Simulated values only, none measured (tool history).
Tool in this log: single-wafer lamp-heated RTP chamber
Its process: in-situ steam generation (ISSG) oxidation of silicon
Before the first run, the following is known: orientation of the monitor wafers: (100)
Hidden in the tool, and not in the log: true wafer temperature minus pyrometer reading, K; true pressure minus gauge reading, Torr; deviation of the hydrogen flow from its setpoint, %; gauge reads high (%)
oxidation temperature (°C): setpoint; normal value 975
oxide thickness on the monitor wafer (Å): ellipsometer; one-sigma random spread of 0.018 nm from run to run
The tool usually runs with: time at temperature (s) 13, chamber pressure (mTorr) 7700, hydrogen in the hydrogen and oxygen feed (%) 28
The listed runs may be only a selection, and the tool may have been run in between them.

| run | hour | oxidation temperature (°C) | time at temperature (s) | chamber pressure (mTorr) | hydrogen in the hydrogen and oxygen feed (%) | wafers since the last listed run | wafers since the last pyrometer calibration | hours since the pressure gauge was zeroed | hours since the hydrogen flow controller was replaced | hours since the gauge calibration | read-back reference wafer on the same gauge, thickness | oxide thickness on the monitor wafer (Å) |
|---|---|---|---|---|---|---|---|---|---|---|---|---|
| 1 | 0 | 975 | 17 | 7700 | 21 | 0 | 83 | 1217.3 | 5394.9 | 39 | 5.102 | 45.84 |
| 2 | 13.6 | 975 | 11 | 7700 | 31 | 149 | 232 | 1230.9 | 5408.5 | 52.6 | 5.103 | 42.86 |
| 3 | 48.1 | 975 | 11 | 7700 | 31 | 378 | 610 | 1265.4 | 5443 | 87.1 | 5.098 | 43.16 |
| 4 | 79.1 | 975 | 11 | 7700 | 31 | 339 | 950 | 1296.4 | 5474 | 118.1 | 5.096 | 43.16 |
| 5 | 110.5 | 975 | 13 | 7700 | 28 | 344 | 1294 | 1327.8 | 5505.4 | 149.5 | 5.102 | 45.17 |
| 6 | 138.3 | 975 | 13 | 7700 | 28 | 304 | 1599 | 1355.6 | 5533.2 | 177.3 | 5.102 | 45 |
| 7 | 155.3 | 975 | 13 | 7700 | 28 | 186 | 1785 | 1372.6 | 5550.2 | 194.3 | 5.097 | 44.81 |
|  | 186.5 | pyrometer window cleaned and pyrometer calibrated |
| 8 | 187 | 975 | 13 | 7700 | 28 | 259 | 5 | 1404.3 | 5581.9 | 226 | 5.1 | 44.43 |
| 9 | 197.6 | 975 | 13 | 7700 | 28 | 116 | 121 | 1414.9 | 5592.5 | 236.6 | 5.097 | 44.55 |
| 10 | 225.4 | 975 | 13 | 7700 | 28 | 304 | 426 | 1442.7 | 5620.3 | 264.4 | 5.102 | 45.04 |
| 11 | 238.9 | 975 | 11 | 8900 | 28 | 147 | 574 | 1456.2 | 5633.8 | 277.9 | 5.097 | 41.33 |
| 12 | 252.2 | 970 | 13 | 7700 | 28 | 145 | 720 | 1469.5 | 5647.1 | 291.2 | 5.102 | 44.27 |
| 13 | 267.8 | 975 | 13 | 7700 | 28 | 170 | 891 | 1485.1 | 5662.7 | 306.8 | 5.104 | 44.97 |
| 14 | 296.5 | 975 | 13 | 7700 | 28 | 314 | 1205 | 1513.8 | 5691.4 | 335.5 | 5.102 | 45.15 |
|  | 314.7 | hydrogen flow controller replaced |
| 15 | 315.2 | 975 | 13 | 7700 | 28 | 117 | 1323 | 1532.5 | 0.5 | 354.2 | 5.097 | 45.23 |
| 16 | 345 | 984 | 11 | 7700 | 28 | 326 | 1649 | 1562.3 | 30.3 | 384 | 5.101 | 43.7 |
| 17 | 377.3 | 975 | 13 | 7700 | 28 | 354 | 2003 | 1594.6 | 62.6 | 416.3 | 5.101 | 44.88 |
| 18 | 407.7 | 975 | 13 | 7700 | 28 | 333 | 2336 | 1625 | 93 | 446.7 | 5.102 | 44.9 |
|  | 416.6 | pyrometer window cleaned and pyrometer calibrated |
| 19 | 432.7 | 970 | 13 | 8500 | 32 | 186 | 176 | 1650 | 118 | 471.7 | 5.101 | 45.37 |
|  | 445.9 | pressure gauge zeroed |
| 20 | 457.8 | 983 | 13 | 6900 | 32 | 187 | 363 | 11.9 | 143.1 | 496.8 | 5.102 | 47.77 |

Run 21, settings as shown, results not yet in. Your forecast:
| 21 | 481.3 | 984 | 9 | 7700 | 28 | 257 | 621 | 35.4 | 166.6 | 520.3 | ? | ? |

{"run 21": {"read-back reference wafer on the same gauge, thickness": 5.098, "oxide thickness on the monitor wafer (Å)": 39.55}}
The same run, on a tool lacking any hidden state, would have yielded oxide thickness on the monitor wafer (Å) 39.08.
